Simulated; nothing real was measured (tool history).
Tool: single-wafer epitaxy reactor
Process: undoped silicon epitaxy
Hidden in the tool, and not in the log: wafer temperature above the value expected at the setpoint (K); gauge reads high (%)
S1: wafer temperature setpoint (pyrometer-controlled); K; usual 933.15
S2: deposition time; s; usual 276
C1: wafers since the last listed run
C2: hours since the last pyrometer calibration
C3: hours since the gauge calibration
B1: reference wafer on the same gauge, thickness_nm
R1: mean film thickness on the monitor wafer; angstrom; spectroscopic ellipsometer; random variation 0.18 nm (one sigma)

{"run": 1, "hour": 0.0, "S1": 936.15, "S2": 276, "C1": 0, "C2": 1765.9, "C3": 2088.5, "B1": 53.785, "R1": 561.14}
{"run": 2, "hour": 44.4, "S1": 936.15, "S2": 276, "C1": 310, "C2": 1810.3, "C3": 2132.9, "B1": 53.793, "R1": 562.06}
{"run": 3, "hour": 259.6, "S1": 933.15, "S2": 276, "C1": 1505, "C2": 2025.5, "C3": 2348.1, "B1": 53.802, "R1": 516.35}
{"run": 4, "hour": 321.6, "S1": 933.15, "S2": 276, "C1": 433, "C2": 2087.5, "C3": 2410.1, "B1": 53.828, "R1": 519.17}
{"run": 5, "hour": 364.7, "S1": 926.15, "S2": 316, "C1": 301, "C2": 2130.6, "C3": 2453.2, "B1": 53.81, "R1": 498.26}
{"run": 6, "hour": 434.6, "S1": 933.15, "S2": 276, "C1": 489, "C2": 2200.5, "C3": 2523.1, "B1": 53.787, "R1": 516.61}
{"run": 7, "hour": 459.6, "S1": 933.15, "S2": 276, "C1": 174, "C2": 2225.5, "C3": 2548.1, "B1": 53.82, "R1": 519.09}
{"run": 8, "hour": 517.2, "S1": 933.15, "S2": 292, "C1": 402, "C2": 2283.1, "C3": 2605.7, "B1": 53.804, "R1": 546.64}
{"run": 9, "hour": 569.7, "S1": 933.15, "S2": 292, "C1": 367, "C2": 2335.6, "C3": 2658.2, "B1": 53.77, "R1": 548.03}
{"run": 10, "hour": 602.5, "S1": 933.15, "S2": 292, "C1": 229, "C2": 2368.4, "C3": 2691.0, "B1": 53.761, "R1": 548.75}
{"run": 11, "hour": 660.8, "S1": 933.15, "S2": 276, "C1": 407, "C2": 2426.7, "C3": 2749.3, "B1": 53.806, "R1": 517.65}
{"run": 12, "hour": 688.8, "S1": 933.15, "S2": 276, "C1": 195, "C2": 2454.7, "C3": 2777.3, "B1": 53.797, "R1": 516.16}
{"run": 13, "hour": 755.8, "S1": 933.15, "S2": 276, "C1": 468, "C2": 2521.7, "C3": 2844.3, "B1": 53.76, "R1": 516.22}
{"hour": 930.6, "done": "pyrometer calibrated"}
{"hour": 943.4, "done": "gauge calibrated"}
{"run": 14, "hour": 968.9, "S1": 933.15, "S2": 276, "C1": 1434, "C2": 38.3, "C3": 25.5, "B1": 53.817, "R1": 526.22}
{"run": 15, "hour": 1008.7, "S1": 933.15, "S2": 276, "C1": 278, "C2": 78.1, "C3": 65.3, "B1": 53.799, "R1": 524.75}
{"run": 16, "hour": 1075.8, "S1": 933.15, "S2": 276, "C1": 469, "C2": 145.2, "C3": 132.4, "B1": 53.75, "R1": 525.08}
{"run": 17, "hour": 1115.2, "S1": 933.15, "S2": 276, "C1": 275, "C2": 184.6, "C3": 171.8, "B1": 53.772, "R1": 528.6}
{"run": 18, "hour": 1146.9, "S1": 933.15, "S2": 276, "C1": 221, "C2": 216.3, "C3": 203.5, "B1": 53.784, "R1": 529.52}
{"run": 19, "hour": 1188.2, "S1": 933.15, "S2": 276, "C1": 288, "C2": 257.6, "C3": 244.8, "B1": 53.83, "R1": 521.14}
{"run": 20, "hour": 1341.9, "S1": 933.15, "S2": 276, "C1": 1075, "C2": 411.3, "C3": 398.5, "B1": 53.841, "R1": 523.42}
{"run": 21, "hour": 1386.2, "S1": 933.15, "S2": 276, "C1": 309, "C2": 455.6, "C3": 442.8, "B1": 53.818, "R1": 526.49}
{"run": 22, "hour": 1446.0, "S1": 937.15, "S2": 276, "C1": 418, "C2": 515.4, "C3": 502.6, "B1": 53.825, "R1": 577.98}
{"run": 23, "hour": 1487.0, "S1": 939.15, "S2": 276, "C1": 286, "C2": 556.4, "C3": 543.6, "B1": 53.767, "R1": 604.69}
{"run": 24, "hour": 1516.2, "S1": 940.15, "S2": 306, "C1": 204, "C2": 585.6, "C3": 572.8, "B1": 53.79, "R1": 690.49}
{"run": 25, "hour": 1556.2, "S1": 933.15, "S2": 276, "C1": 279, "C2": 625.6, "C3": 612.8, "B1": 53.805, "R1": 525.96}
{"run": 26, "hour": 1584.9, "S1": 924.15, "S2": 226, "C1": 200, "C2": 654.3, "C3": 641.5, "B1": 53.758, "R1": 344.87}
{"run": 27, "hour": 1655.0, "S1": 940.15, "S2": 306, "C1": 490, "C2": 724.4, "C3": 711.6, "B1": 53.788, "R1": 686.3}
{"run": 28, "hour": 1707.2, "S1": 933.15, "S2": 326, "C1": 365, "C2": 776.6, "C3": 763.8, "B1": 53.794, "R1": 618.65}
{"run": 29, "hour": 1764.2, "S1": 933.15, "S2": 290, "C1": 398, "C2": 833.6, "C3": 820.8, "B1": 53.775, "R1": 548.9}
{"run": 30, "hour": 1805.7, "S1": 943.15, "S2": 261, "C1": 290, "C2": 875.1, "C3": 862.3, "B1": 53.794, "R1": 627.4}
{"run": 31, "hour": 1847.6, "S1": 939.15, "S2": 238, "C1": 293, "C2": 917.0, "C3": 904.2, "B1": 53.783, "R1": 522.33}
{"run": 32, "hour": 1913.7, "S1": 933.15, "S2": 276, "C1": 462, "C2": 983.1, "C3": 970.3, "B1": 53.829, "R1": 524.73}
{"run": 33, "hour": 1939.4, "S1": 933.15, "S2": 276, "C1": 179, "C2": 1008.8, "C3": 996.0, "B1": 53.791, "R1": 522.43}
{"run": 34, "hour": 1988.3, "S1": 942.15, "S2": 241, "C1": 342, "C2": 1057.7, "C3": 1044.9, "B1": 53.814, "R1": 569.33}
{"run": 35, "hour": 2025.1, "S1": 933.15, "S2": 276, "C1": 257, "C2": 1094.5, "C3": 1081.7, "B1": 53.801, "R1": 524.33}
{"run": 36, "hour": 2082.7, "S1": 933.15, "S2": 240, "C1": 402, "C2": 1152.1, "C3": 1139.3, "B1": 53.815, "R1": 457.93}
{"run": 37, "hour": 2128.6, "S1": 926.15, "S2": 239, "C1": 321, "C2": 1198.0, "C3": 1185.2, "B1": 53.791, "R1": 377.76}
{"run": 38, "hour": 2188.2, "S1": 942.15, "S2": 257, "C1": 416, "C2": 1257.6, "C3": 1244.8, "B1": 53.813, "R1": 601.55}
{"run": 39, "hour": 2232.0, "S1": 921.15, "S2": 316, "C1": 306, "C2": 1301.4, "C3": 1288.6, "B1": 53.803, "R1": 443.49}

The same runs without the tool's hidden state, with the same run-to-run variation:
run=1 R1=569.26
run=2 R1=570.38
run=3 R1=524.85
run=4 R1=527.94
run=5 R1=506.99
run=6 R1=525.77
run=7 R1=528.38
run=8 R1=556.66
run=9 R1=558.28
run=10 R1=559.14
run=11 R1=527.68
run=12 R1=526.27
run=13 R1=526.57
run=14 R1=528.14
run=15 R1=526.81
run=16 R1=527.39
run=17 R1=531.08
run=18 R1=532.12
run=19 R1=523.86
run=20 R1=526.72
run=21 R1=529.98
run=22 R1=582.02
run=23 R1=609.07
run=24 R1=695.62
run=25 R1=530.09
run=26 R1=347.71
run=27 R1=692.07
run=28 R1=624.17
run=29 R1=554.02
run=30 R1=633.30
run=31 R1=527.44
run=32 R1=530.19
run=33 R1=527.96
run=34 R1=575.42
run=35 R1=530.21
run=36 R1=463.25
run=37 R1=382.35
run=38 R1=608.84
run=39 R1=449.29
